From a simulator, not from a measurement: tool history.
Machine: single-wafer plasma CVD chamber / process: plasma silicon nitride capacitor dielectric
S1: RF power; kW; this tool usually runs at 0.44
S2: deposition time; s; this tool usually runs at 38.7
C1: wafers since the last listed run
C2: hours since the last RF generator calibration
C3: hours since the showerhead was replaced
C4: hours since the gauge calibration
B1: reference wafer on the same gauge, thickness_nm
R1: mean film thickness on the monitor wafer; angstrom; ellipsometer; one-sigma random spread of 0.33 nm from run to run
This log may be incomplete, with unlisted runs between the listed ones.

run	hour	S1	S2	C1	C2	C3	C4	B1	R1
1	0	0.48	44.1	0	1867.6	3586.6	395.5	68.891	698.37
2	99.9	0.48	44.1	2309	1967.5	3686.5	495.4	68.996	694.64
3	173.7	0.48	44.1	1706	2041.3	3760.3	569.2	69.074	699.06
4	280.2	0.44	38.7	2462	2147.8	3866.8	675.7	69.074	594.63
5	359	0.44	38.7	1821	2226.6	3945.6	754.5	68.983	593.62
6	457.4	0.44	38.7	2275	2325	4044	852.9	69.061	589.98
7	541.6	0.44	33.6	1946	2409.2	4128.2	937.1	69.085	514.62
8	623.4	0.44	38.7	1891	2491	4210	1018.9	69.032	594.02
9	677.9	0.44	38.7	1260	2545.5	4264.5	1073.4	69.004	597.33
10	749.2	0.44	38.7	1648	2616.8	4335.8	1144.7	69.051	601.07
11	846.6	0.44	38.7	2252	2714.2	4433.2	1242.1	68.981	592.35
12	889.1	0.44	38.7	982	2756.7	4475.7	1284.6	68.878	593.69
# hour 934.8: gauge calibrated
13	942.7	0.44	38.7	1239	2810.3	4529.3	7.9	69.014	601.61
# hour 1006.9: RF generator calibrated
14	1011.7	0.44	32.9	1410	4.8	4598.3	76.9	68.888	511.28
# hour 1081.6: showerhead replaced
15	1082.2	0.44	34.9	1445	75.3	0.6	147.4	69.04	533.47
16	1156.4	0.46	43.2	1715	149.5	74.8	221.6	69.032	677.03
17	1219.8	0.49	46.3	1465	212.9	138.2	285	68.918	730.64
18	1269.2	0.525	31.3	1142	262.3	187.6	334.4	69.062	511.71
19	1305.9	0.44	41.4	848	299	224.3	371.1	69.033	636.1

What will run 20 give?
20	1409.7	0.44	44.7	2399	402.8	328.1	474.9	?	?

Logged for run 20: B1 69.057, R1 682.01 angstrom.
Without the tool's hidden state the same run would have given R1 682.01 angstrom.
